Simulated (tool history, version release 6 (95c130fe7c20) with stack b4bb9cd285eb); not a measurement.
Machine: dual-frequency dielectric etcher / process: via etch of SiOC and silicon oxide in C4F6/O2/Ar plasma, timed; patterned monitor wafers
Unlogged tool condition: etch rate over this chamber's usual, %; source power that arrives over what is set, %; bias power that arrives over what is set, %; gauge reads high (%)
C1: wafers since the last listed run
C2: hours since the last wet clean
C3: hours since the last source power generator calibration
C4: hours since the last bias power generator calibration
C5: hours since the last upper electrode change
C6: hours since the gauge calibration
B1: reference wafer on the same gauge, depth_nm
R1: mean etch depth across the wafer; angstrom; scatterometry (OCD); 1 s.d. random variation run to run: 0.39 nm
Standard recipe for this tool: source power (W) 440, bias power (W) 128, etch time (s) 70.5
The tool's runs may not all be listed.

Run 1, hour 0.0: usual settings; C1 0; C2 84.3; C3 5043.7; C4 2490.5; C5 3720.5; C6 304.5; B1 65.2. Result: R1 781 angstrom.
Run 2, hour 15.3: usual settings; C1 127; C2 99.6; C3 5059.0; C4 2505.8; C5 3735.8; C6 319.8; B1 65.2. Result: R1 769 angstrom.
Run 3, hour 28.1: usual settings; C1 106; C2 112.4; C3 5071.8; C4 2518.6; C5 3748.6; C6 332.6; B1 65.2. Result: R1 782 angstrom.
Run 4, hour 41.6: usual settings but bias power (W) 113; C1 112; C2 125.9; C3 5085.3; C4 2532.1; C5 3762.1; C6 346.1; B1 65.2. Result: R1 754 angstrom.
Run 5, hour 59.1: usual settings but bias power (W) 113; C1 145; C2 143.4; C3 5102.8; C4 2549.6; C5 3779.6; C6 363.6; B1 65.1. Result: R1 753 angstrom.
At hour 67.8: gauge calibrated.
Run 6, hour 72.6: usual settings but bias power (W) 113; C1 112; C2 156.9; C3 5116.3; C4 2563.1; C5 3793.1; C6 4.8; B1 65.2. Result: R1 745 angstrom.
Run 7, hour 83.2: usual settings; C1 88; C2 167.5; C3 5126.9; C4 2573.7; C5 3803.7; C6 15.4; B1 65.2. Result: R1 766 angstrom.
Run 8, hour 95.4: usual settings; C1 101; C2 179.7; C3 5139.1; C4 2585.9; C5 3815.9; C6 27.6; B1 65.2. Result: R1 773 angstrom.
Run 9, hour 106.0: usual settings; C1 88; C2 190.3; C3 5149.7; C4 2596.5; C5 3826.5; C6 38.2; B1 65.2. Result: R1 766 angstrom.
Run 10, hour 114.7: usual settings; C1 72; C2 199.0; C3 5158.4; C4 2605.2; C5 3835.2; C6 46.9; B1 65.3. Result: R1 766 angstrom.
Run 11, hour 123.5: usual settings; C1 73; C2 207.8; C3 5167.2; C4 2614.0; C5 3844.0; C6 55.7; B1 65.2. Result: R1 767 angstrom.
Run 12, hour 139.5: usual settings but source power (W) 360, bias power (W) 108; C1 133; C2 223.8; C3 5183.2; C4 2630.0; C5 3860.0; C6 71.7; B1 65.2. Result: R1 680 angstrom.
Run 13, hour 145.6: usual settings but source power (W) 530; C1 50; C2 229.9; C3 5189.3; C4 2636.1; C5 3866.1; C6 77.8; B1 65.2. Result: R1 820 angstrom.
At hour 183.8: upper electrode replaced.
Run 14, hour 184.3: usual settings but source power (W) 340, bias power (W) 97, etch time (s) 78.5; C1 122; C2 268.6; C3 5228.0; C4 2674.8; C5 0.5; C6 116.5; B1 65.2. Result: R1 718 angstrom.
Run 15, hour 192.1: usual settings but source power (W) 350, bias power (W) 154; C1 65; C2 276.4; C3 5235.8; C4 2682.6; C5 8.3; C6 124.3; B1 65.2. Result: R1 727 angstrom.
Run 16, hour 200.2: usual settings but bias power (W) 153, etch time (s) 64.5; C1 67; C2 284.5; C3 5243.9; C4 2690.7; C5 16.4; C6 132.4; B1 65.2. Result: R1 722 angstrom.
Run 17, hour 210.8: usual settings; C1 88; C2 295.1; C3 5254.5; C4 2701.3; C5 27.0; C6 143.0; B1 65.2. Result: R1 753 angstrom.
Run 18, hour 224.8: usual settings but etch time (s) 56.0; C1 116; C2 309.1; C3 5268.5; C4 2715.3; C5 41.0; C6 157.0; B1 65.3. Result: R1 597 angstrom.
At hour 229.6: source power generator calibrated.
Run 19, hour 234.5: usual settings but source power (W) 500, bias power (W) 100, etch time (s) 86.5; C1 47; C2 318.8; C3 4.9; C4 2725.0; C5 50.7; C6 166.7; B1 65.2. Result: R1 909 angstrom.
Run 20, hour 240.8: usual settings but bias power (W) 108, etch time (s) 86.5; C1 52; C2 325.1; C3 11.2; C4 2731.3; C5 57.0; C6 173.0; B1 65.3. Result: R1 879 angstrom.
At hour 250.9: bias power generator calibrated.
At hour 270.5: wet clean of the chamber.
Run 21, hour 271.0: usual settings but source power (W) 330, bias power (W) 148; C1 55; C2 0.5; C3 41.4; C4 20.1; C5 87.2; C6 203.2; B1 65.2. Result: R1 744 angstrom.
Run 22, hour 272.0: usual settings but etch time (s) 56.0; C1 8; C2 1.5; C3 42.4; C4 21.1; C5 88.2; C6 204.2; B1 65.3. Result: R1 630 angstrom.
Run 23, hour 281.9: usual settings but bias power (W) 103; C1 82; C2 11.4; C3 52.3; C4 31.0; C5 98.1; C6 214.1; B1 65.2. Result: R1 756 angstrom.
Run 24, hour 294.3: usual settings but bias power (W) 146, etch time (s) 90.0; C1 103; C2 23.8; C3 64.7; C4 43.4; C5 110.5; C6 226.5; B1 65.2. Result: R1 1045 angstrom.
Run 25, hour 312.2: usual settings; C1 149; C2 41.7; C3 82.6; C4 61.3; C5 128.4; C6 244.4; B1 65.2. Result: R1 794 angstrom.
Run 26, hour 324.2: usual settings but source power (W) 520, bias power (W) 153, etch time (s) 65.0; C1 100; C2 53.7; C3 94.6; C4 73.3; C5 140.4; C6 256.4; B1 65.2. Result: R1 814 angstrom.
Run 27, hour 341.8: usual settings; C1 146; C2 71.3; C3 112.2; C4 90.9; C5 158.0; C6 274.0; B1 65.2. Result: R1 785 angstrom.
Run 28, hour 349.3: usual settings; C1 62; C2 78.8; C3 119.7; C4 98.4; C5 165.5; C6 281.5; B1 65.1. Result: R1 790 angstrom.
Run 29, hour 362.5: usual settings; C1 110; C2 92.0; C3 132.9; C4 111.6; C5 178.7; C6 294.7; B1 65.1. Result: R1 782 angstrom.
Run 30, hour 370.2: usual settings but bias power (W) 109; C1 64; C2 99.7; C3 140.6; C4 119.3; C5 186.4; C6 302.4; B1 65.3. Result: R1 756 angstrom.
Run 31, hour 386.5: usual settings; C1 135; C2 116.0; C3 156.9; C4 135.6; C5 202.7; C6 318.7; B1 65.2. Result: R1 775 angstrom.

Some steps in R1 between neighbouring runs. How much of each would the tool show without its hidden state too (settings, what came in, random variation), and how much is left for the hidden state, with any gauge scatter that isn't in both results?
Run 12 -> 13: source power (W) 360 -> 530, bias power (W) 108 -> 128. R1 +140 angstrom: hidden state -7, all else +147.
Run 18 -> 19: source power (W) 440 -> 500, bias power (W) 128 -> 100, etch time (s) 56.0 -> 86.5, source power generator calibrated. R1 +312 angstrom: hidden state -19, all else +331.
Run 20 -> 21: source power (W) 440 -> 330, bias power (W) 108 -> 148, etch time (s) 86.5 -> 70.5, bias power generator calibrated, wet clean of the chamber. R1 -135 angstrom: hidden state +52, all else -187.
Run 23 -> 24: bias power (W) 103 -> 146, etch time (s) 70.5 -> 90.0. R1 +289 angstrom: hidden state -2, all else +291.
Run 24 -> 25: bias power (W) 146 -> 128, etch time (s) 90.0 -> 70.5. R1 -251 angstrom: hidden state -1, all else -250.

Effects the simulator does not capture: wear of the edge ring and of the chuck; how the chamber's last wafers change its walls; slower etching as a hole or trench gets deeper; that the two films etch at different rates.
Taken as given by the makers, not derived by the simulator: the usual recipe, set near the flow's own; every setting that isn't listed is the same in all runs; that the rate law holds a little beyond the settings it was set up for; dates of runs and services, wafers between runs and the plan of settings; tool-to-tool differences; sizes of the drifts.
